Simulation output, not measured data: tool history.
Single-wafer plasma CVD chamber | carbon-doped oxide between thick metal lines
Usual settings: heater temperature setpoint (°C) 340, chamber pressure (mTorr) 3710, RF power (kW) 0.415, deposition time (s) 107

run    hour  heater temperature setpoint (°C)  chamber pressure (mTorr)  RF power (kW)  deposition time (s)  wafers since the last listed run  hours since the last thermocouple change  hours since the last RF generator calibration  hours since the last manometer calibration  hours since the showerhead was replaced  hours since the gauge calibration  read-back reference wafer on the same gauge, thickness_nm  mean film thickness on the monitor wafer (Å)
  1     0.0                               340                      3710          0.415                  107                                 0                                    1012.1                                          215.8                                       920.2                                   1562.8                             1679.8                                                    393.897                                       4732.21
  2   196.6                               340                      3710          0.415                  107                              3137                                    1208.7                                          412.4                                      1116.8                                   1759.4                             1876.4                                                    393.999                                       4730.57
  3   514.3                               340                      3710          0.415                  107                              5069                                    1526.4                                          730.1                                      1434.5                                   2077.1                             2194.1                                                    393.985                                       4754.07
  4   595.8                               340                      3710          0.415                  107                              1300                                    1607.9                                          811.6                                      1516.0                                   2158.6                             2275.6                                                    394.107                                       4722.76
  5   702.9                               340                      3710          0.415                  107                              1709                                    1715.0                                          918.7                                      1623.1                                   2265.7                             2382.7                                                    393.499                                       4748.88
  6   769.0                               340                      3710          0.415                  107                              1054                                    1781.1                                          984.8                                      1689.2                                   2331.8                             2448.8                                                    394.010                                       4722.30
  7   869.8                               340                      3710          0.415                  107                              1608                                    1881.9                                         1085.6                                      1790.0                                   2432.6                             2549.6                                                    393.959                                       4742.45
  8   910.2                               340                      3710          0.415                  107                               644                                    1922.3                                         1126.0                                      1830.4                                   2473.0                             2590.0                                                    393.725                                       4735.54
  9  1008.0                               340                      3710          0.415                  107                              1560                                    2020.1                                         1223.8                                      1928.2                                   2570.8                             2687.8                                                    394.123                                       4755.74
     1087.4  -- thermocouple changed; heater temperature recalibrated
 10  1089.6                               340                      3710          0.415                   94                              1174                                       2.2                                         1305.4                                      2009.8                                   2652.4                             2769.4                                                    394.014                                       4194.77
 11  1196.0                               340                      3710          0.415                   94                              1697                                     108.6                                         1411.8                                      2116.2                                   2758.8                             2875.8                                                    394.067                                       4165.36
     1238.4  -- RF generator calibrated
 12  1238.9                               350                      3710          0.415                  107                               556                                     151.5                                            0.5                                      2159.1                                   2801.7                             2918.7                                                    393.928                                       4625.63
 13  1314.6                               340                      3710          0.355                   94                              1208                                     227.2                                           76.2                                      2234.8                                   2877.4                             2994.4                                                    393.928                                       3561.71
 14  1419.5                               340                      3710          0.415                  107                              1673                                     332.1                                          181.1                                      2339.7                                   2982.3                             3099.3                                                    394.498                                       4722.16
 15  1514.3                               340                      3710          0.415                  107                              1512                                     426.9                                          275.9                                      2434.5                                   3077.1                             3194.1                                                    393.895                                       4765.05
 16  1605.0                               340                      3710          0.415                  126                              1447                                     517.6                                          366.6                                      2525.2                                   3167.8                             3284.8                                                    393.974                                       5582.26
     1756.2  -- gauge calibrated
     1799.9  -- capacitance manometer re-zeroed and calibrated
     1921.7  -- showerhead replaced
 17  1922.2                               336                      3030          0.375                  119                              4806                                     834.8                                          683.8                                       122.3                                      0.5                              166.0                                                    394.185                                       4654.60
 18  1970.3                               340                      3710          0.360                  107                               767                                     882.9                                          731.9                                       170.4                                     48.6                              214.1                                                    394.069                                       4064.83
 19  2051.8                               340                      3000          0.415                  125                              1300                                     964.4                                          813.4                                       251.9                                    130.1                              295.6                                                    394.311                                       5363.29
 20  2108.6                               349                      3710          0.415                  107                               906                                    1021.2                                          870.2                                       308.7                                    186.9                              352.4                                                    394.113                                       4612.97
 21  2179.2                               340                      3710          0.415                  107                              1126                                    1091.8                                          940.8                                       379.3                                    257.5                              423.0                                                    394.215                                       4725.05
 22  2223.8                               340                      3320          0.415                  107                               711                                    1136.4                                          985.4                                       423.9                                    302.1                              467.6                                                    393.800                                       4646.57
 23  2325.7                               340                      3710          0.415                  107                              1626                                    1238.3                                         1087.3                                       525.8                                    404.0                              569.5                                                    394.115                                       4712.42
 24  2395.2                               325                      4320          0.480                   89                              1109                                    1307.8                                         1156.8                                       595.3                                    473.5                              639.0                                                    393.854                                       4844.09
 25  2496.2                               340                      3710          0.415                  107                              1611                                    1408.8                                         1257.8                                       696.3                                    574.5                              740.0                                                    394.257                                       4723.67
 26  2540.9                               344                      3710          0.360                  107                               713                                    1453.5                                         1302.5                                       741.0                                    619.2                              784.7                                                    393.967                                       4045.96
 27  2800.0                               340                      3390          0.435                  101                              4134                                    1712.6                                         1561.6                                      1000.1                                    878.3                             1043.8                                                    394.212                                       4594.83

Some steps in mean film thickness on the monitor wafer (Å) between neighbouring runs. How much of each would the tool show without its hidden state too (settings, what came in, random variation), and how much is left for the hidden state, with any gauge scatter that isn't in both results?
The hidden state here: wafer temperature above the value expected at the setpoint (K); delivered RF power above the setpoint (%); true pressure above the setpoint (%); gauge reads high (%).
Run 13 -> 14: RF power (kW) 0.355 -> 0.415, deposition time (s) 94 -> 107. mean film thickness on the monitor wafer (Å) +1160.45: hidden state +13.97, all else +1146.48.
Run 16 -> 17: heater temperature setpoint (°C) 340 -> 336, chamber pressure (mTorr) 3710 -> 3030, RF power (kW) 0.415 -> 0.375, deposition time (s) 126 -> 119, gauge calibrated, capacitance manometer re-zeroed and calibrated, showerhead replaced. mean film thickness on the monitor wafer (Å) -927.66: hidden state -60.74, all else -866.92.
Run 18 -> 19: chamber pressure (mTorr) 3710 -> 3000, RF power (kW) 0.360 -> 0.415, deposition time (s) 107 -> 125. mean film thickness on the monitor wafer (Å) +1298.46: hidden state +1.52, all else +1296.94.

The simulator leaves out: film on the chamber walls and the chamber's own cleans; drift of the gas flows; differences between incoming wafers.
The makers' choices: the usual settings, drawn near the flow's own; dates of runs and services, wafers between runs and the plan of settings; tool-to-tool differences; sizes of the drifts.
